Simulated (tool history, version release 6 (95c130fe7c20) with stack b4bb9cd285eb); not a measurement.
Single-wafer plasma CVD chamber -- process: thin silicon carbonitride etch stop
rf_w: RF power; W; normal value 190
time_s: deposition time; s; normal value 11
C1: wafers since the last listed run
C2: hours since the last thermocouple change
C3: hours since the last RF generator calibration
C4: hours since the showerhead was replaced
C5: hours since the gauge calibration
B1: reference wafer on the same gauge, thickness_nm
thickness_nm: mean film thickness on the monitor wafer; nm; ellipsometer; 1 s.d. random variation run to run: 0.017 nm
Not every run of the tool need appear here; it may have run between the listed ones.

run 1 hour=0 | rf_w=220 time_s=10.6 | C1=0 C2=1280.9 C3=1148.9 C4=4461.8 C5=40.6 | B1=7.639 | thickness_nm=7.248
run 2 hour=64 | rf_w=200 time_s=11 | C1=2040 C2=1344.9 C3=1212.9 C4=4525.8 C5=104.6 | B1=7.635 | thickness_nm=7.321
run 3 hour=151.6 | rf_w=165 time_s=11 | C1=2792 C2=1432.5 C3=1300.5 C4=4613.4 C5=192.2 | B1=7.634 | thickness_nm=6.989
run 4 hour=221.2 | rf_w=190 time_s=11 | C1=2218 C2=1502.1 C3=1370.1 C4=4683 C5=261.8 | B1=7.643 | thickness_nm=7.247
run 5 hour=285.1 | rf_w=190 time_s=11 | C1=2036 C2=1566 C3=1434 C4=4746.9 C5=325.7 | B1=7.638 | thickness_nm=7.241
run 6 hour=358.2 | rf_w=190 time_s=11 | C1=2330 C2=1639.1 C3=1507.1 C4=4820 C5=398.8 | B1=7.639 | thickness_nm=7.238
run 7 hour=446.1 | rf_w=190 time_s=11 | C1=2802 C2=1727 C3=1595 C4=4907.9 C5=486.7 | B1=7.645 | thickness_nm=7.236
run 8 hour=544 | rf_w=170 time_s=9.4 | C1=3120 C2=1824.9 C3=1692.9 C4=5005.8 C5=584.6 | B1=7.636 | thickness_nm=6.009
run 9 hour=624.6 | rf_w=170 time_s=9.4 | C1=2569 C2=1905.5 C3=1773.5 C4=5086.4 C5=665.2 | B1=7.639 | thickness_nm=5.992
run 10 hour=695.3 | rf_w=190 time_s=9.8 | C1=2253 C2=1976.2 C3=1844.2 C4=5157.1 C5=735.9 | B1=7.64 | thickness_nm=6.46
run 11 hour=781.5 | rf_w=190 time_s=9.8 | C1=2747 C2=2062.4 C3=1930.4 C4=5243.3 C5=822.1 | B1=7.643 | thickness_nm=6.462
run 12 hour=883.6 | rf_w=190 time_s=11 | C1=3254 C2=2164.5 C3=2032.5 C4=5345.4 C5=924.2 | B1=7.644 | thickness_nm=7.211
-- hour=941.3 RF generator calibrated
-- hour=942 showerhead replaced
run 13 hour=989.4 | rf_w=160 time_s=11 | C1=3095 C2=2270.3 C3=48.1 C4=47.4 C5=1030 | B1=7.638 | thickness_nm=6.994
run 14 hour=1043.3 | rf_w=210 time_s=12 | C1=1718 C2=2324.2 C3=102 C4=101.3 C5=1083.9 | B1=7.644 | thickness_nm=8.152
run 15 hour=1120.5 | rf_w=200 time_s=11 | C1=2460 C2=2401.4 C3=179.2 C4=178.5 C5=1161.1 | B1=7.638 | thickness_nm=7.367
run 16 hour=1169.3 | rf_w=210 time_s=9.9 | C1=1555 C2=2450.2 C3=228 C4=227.3 C5=1209.9 | B1=7.644 | thickness_nm=6.7
-- hour=1207.9 thermocouple changed; heater temperature recalibrated
run 17 hour=1272.8 | rf_w=215 time_s=11.6 | C1=3044 C2=64.9 C3=331.5 C4=330.8 C5=1313.4 | B1=7.65 | thickness_nm=7.894
-- hour=1291.9 gauge calibrated
run 18 hour=1364.1 | rf_w=175 time_s=9.5 | C1=2910 C2=156.2 C3=422.8 C4=422.1 C5=72.2 | B1=7.646 | thickness_nm=6.134
run 19 hour=1449.3 | rf_w=175 time_s=11 | C1=2715 C2=241.4 C3=508 C4=507.3 C5=157.4 | B1=7.651 | thickness_nm=7.128
run 20 hour=1521.7 | rf_w=225 time_s=12.2 | C1=2307 C2=313.8 C3=580.4 C4=579.7 C5=229.8 | B1=7.641 | thickness_nm=8.396
run 21 hour=1570.7 | rf_w=220 time_s=11 | C1=1561 C2=362.8 C3=629.4 C4=628.7 C5=278.8 | B1=7.643 | thickness_nm=7.559

The next listed run, before its measurement:
run 22 hour=1674.7 | rf_w=205 time_s=10.1 | C1=3315 C2=466.8 C3=733.4 C4=732.7 C5=382.8 | B1=? | thickness_nm=?

{"run 22": {"B1": 7.632, "thickness_nm": 6.805}}
Had the tool carried no hidden state, the very same run would have given thickness_nm 6.874 nm.
